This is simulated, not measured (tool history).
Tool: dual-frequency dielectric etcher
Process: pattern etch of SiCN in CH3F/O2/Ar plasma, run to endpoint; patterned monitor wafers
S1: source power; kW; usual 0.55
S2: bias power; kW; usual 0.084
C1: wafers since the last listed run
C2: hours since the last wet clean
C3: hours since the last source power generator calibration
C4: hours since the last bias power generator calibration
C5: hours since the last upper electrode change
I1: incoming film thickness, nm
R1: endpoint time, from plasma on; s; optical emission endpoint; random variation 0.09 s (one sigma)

run     day    S1     S2    C1     C2      C3      C4      C5     I1    R1
  1       0  0.55  0.084     0  375.4  1742.8   857.6  1667.7  11.86  28.1
      1.925  -- wet clean of the chamber
  2   2.225  0.55  0.084   357    7.2  1796.2     911  1721.1  11.95  29.3
  3   5.771  0.55  0.093  1033   92.3  1881.3   996.1  1806.2  11.85    28
  4   9.808  0.55  0.093  1177  189.2  1978.2    1093  1903.1  11.96    28
  5  13.496  0.55  0.093  1075  277.7  2066.7  1181.5  1991.6  11.88  27.3
  6  16.467  0.55  0.084   866    349    2138  1252.8  2062.9  11.92  28.2
  7  18.108  0.55  0.084   478  388.4  2177.4  1292.2  2102.3  11.95  28.4
     19.625  -- wet clean of the chamber
  8  22.538  0.55  0.084   999   69.9  2283.7  1398.5  2208.6   11.9  28.8
     25.321  -- upper electrode replaced
  9  25.342  0.55  0.084   526  137.2    2351  1465.8     0.5  11.91  28.8
 10  27.088   0.5  0.084   508  179.1  2392.9  1507.7    42.4  11.92  29.8

The next listed run, before its measurement:
 11  30.196  0.48  0.077  906  253.7  2467.5  1582.3  117  11.96   ?

Run 11 gave R1 31.1 s.
Without the tool's hidden state the same run would have given R1 31.9 s.
